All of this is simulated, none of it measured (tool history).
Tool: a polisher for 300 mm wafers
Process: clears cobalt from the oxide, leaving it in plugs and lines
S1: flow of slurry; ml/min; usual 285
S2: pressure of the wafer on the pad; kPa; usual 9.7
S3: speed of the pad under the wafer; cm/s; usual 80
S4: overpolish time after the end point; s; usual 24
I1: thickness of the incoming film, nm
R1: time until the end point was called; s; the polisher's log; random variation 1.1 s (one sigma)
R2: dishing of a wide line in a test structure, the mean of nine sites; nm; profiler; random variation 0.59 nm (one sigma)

run,day,S1,S2,S3,S4,I1,R1,R2
1,0,285,9.7,80,24,254.4,83.4,39.9
# day 1.846: slurry nozzle cleaned
2,3.992,265,9.7,80,24,247.4,83.2,38.9
3,8.129,265,9.7,80,24,247.3,82.3,39
# day 8.375: worn pad replaced by a new one
4,11.45,285,9.7,80,35,246.6,81.1,44.6
5,13.612,285,9.7,80,35,251.5,87,44.9
6,16.608,285,9.7,80,35,249.2,83.8,44
7,19.633,345,9.7,80,24,247.2,83.1,38.4
# day 20.692: head pressure recalibrated
8,21.592,285,9.7,80,17,248.4,75.9,34.2
9,25.196,285,9.7,80,17,250,76.6,34.2
10,28.2,285,9.7,80,17,249.9,76.5,33
11,31.125,285,9.7,80,24,250.1,78.9,39.6
12,34.683,285,7.6,60,24,250.1,107.5,34.4
# day 35.683: slurry nozzle cleaned
13,37.304,255,11,80,24,251.8,74.9,41
# day 40.033: worn pad replaced by a new one
14,40.179,285,9.7,80,24,254.6,80.9,40.4
15,42.138,285,8.3,94,13,248.1,76.4,30.2
16,43.738,285,9.7,80,24,247,80.4,40.2
17,45.442,285,6.2,60,24,248.5,121.5,33.3
18,48.85,285,11.7,52,24,253.1,94.7,37.2
19,51.55,285,9.7,92,34,251.4,76.4,44.3
20,55.538,285,7.6,80,24,249.4,90.5,37.4
21,58.488,285,9.7,104,24,250.9,67.9,41
22,61.429,200,9.7,80,24,252.7,84.4,38.6
23,64.988,285,11.7,80,20,248.3,72.1,37.9
# day 68.846: slurry nozzle cleaned
24,69.392,285,9.7,80,11,247.8,81.5,26
# day 71.288: head pressure recalibrated
# day 73.783: worn pad replaced by a new one
25,73.804,250,9.7,80,24,251.7,77.9,40.6
26,76.658,285,9.7,106,28,250,64.6,44.6
27,79.917,285,9.7,88,29,252.3,74.5,43
28,83.858,225,8.3,80,24,248,87.6,37.8
29,87.146,350,6.9,80,11,248.8,92.6,24
30,90.612,225,6.2,96,31,250.4,89.3,41.8
31,92.821,235,9.7,96,31,248.2,70.8,44.3
# day 96.075: slurry nozzle cleaned
32,103.692,285,9.7,80,24,248.4,80.8,38.9
33,105.621,285,9.7,80,24,251.2,81.3,39.5
# day 105.804: worn pad replaced by a new one
34,108.788,230,11,56,16,251.5,92.8,30.5

The tool's hidden state at each run:
removal rate lost through wear of the pad, %: 0 in every run
slurry flow missing at the pad, %: 0 in every run
H1: deviation of the head's pressure from its setpoint, %
run,H1
1,-9.62
2,-10.5
3,-11.4
4,-12.1
5,-12.5
6,-13.2
7,-13.8
8,0.756
9,-0.0193
10,-0.665
11,-1.29
12,-2.06
13,-2.62
14,-3.24
15,-3.66
16,-4.01
17,-4.37
18,-5.11
19,-5.69
20,-6.55
21,-7.18
22,-7.81
23,-8.58
24,-9.52
25,1.45
26,0.84
27,0.139
28,-0.709
29,-1.42
30,-2.16
31,-2.64
32,-4.97
33,-5.39
34,-6.07
